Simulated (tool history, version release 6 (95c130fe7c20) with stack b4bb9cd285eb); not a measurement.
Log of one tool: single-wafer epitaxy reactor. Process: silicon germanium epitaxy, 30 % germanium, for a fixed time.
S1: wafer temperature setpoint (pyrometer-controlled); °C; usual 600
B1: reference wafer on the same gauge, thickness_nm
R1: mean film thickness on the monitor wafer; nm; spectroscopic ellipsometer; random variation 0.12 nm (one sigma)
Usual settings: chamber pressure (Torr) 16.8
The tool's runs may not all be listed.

run 1 hour=0.0 | S1=600 chamber_pressure_(Torr)=16.8 | B1=60.997 | R1=65.553
run 2 hour=7.3 | S1=609 chamber_pressure_(Torr)=16.8 | B1=60.983 | R1=77.354
run 3 hour=20.5 | S1=592 chamber_pressure_(Torr)=16.8 | B1=60.990 | R1=56.168
run 4 hour=34.5 | S1=592 chamber_pressure_(Torr)=16.8 | B1=61.000 | R1=56.177
run 5 hour=48.9 | S1=592 chamber_pressure_(Torr)=16.8 | B1=60.999 | R1=56.082
run 6 hour=65.6 | S1=600 chamber_pressure_(Torr)=16.8 | B1=60.955 | R1=65.216
run 7 hour=77.1 | S1=600 chamber_pressure_(Torr)=16.8 | B1=60.983 | R1=65.508
run 8 hour=90.4 | S1=608 chamber_pressure_(Torr)=16.8 | B1=60.990 | R1=76.315
run 9 hour=102.1 | S1=600 chamber_pressure_(Torr)=16.8 | B1=61.004 | R1=65.741
run 10 hour=117.1 | S1=600 chamber_pressure_(Torr)=16.8 | B1=60.983 | R1=65.603
-- hour=126.8 showerhead replaced
run 11 hour=133.9 | S1=600 chamber_pressure_(Torr)=16.8 | B1=61.008 | R1=65.777
-- hour=147.8 gauge calibrated
run 12 hour=148.9 | S1=589 chamber_pressure_(Torr)=15.0 | B1=60.972 | R1=51.248
run 13 hour=166.5 | S1=600 chamber_pressure_(Torr)=16.8 | B1=60.970 | R1=65.549
run 14 hour=181.0 | S1=612 chamber_pressure_(Torr)=16.8 | B1=60.988 | R1=82.497

The next listed run, before its measurement:
run 15 hour=194.9 | S1=614 chamber_pressure_(Torr)=18.4 | B1=? | R1=?

B1: 60.994
R1: 88.313 nm
Without the tool's hidden state the same run would have given R1 77.700 nm.
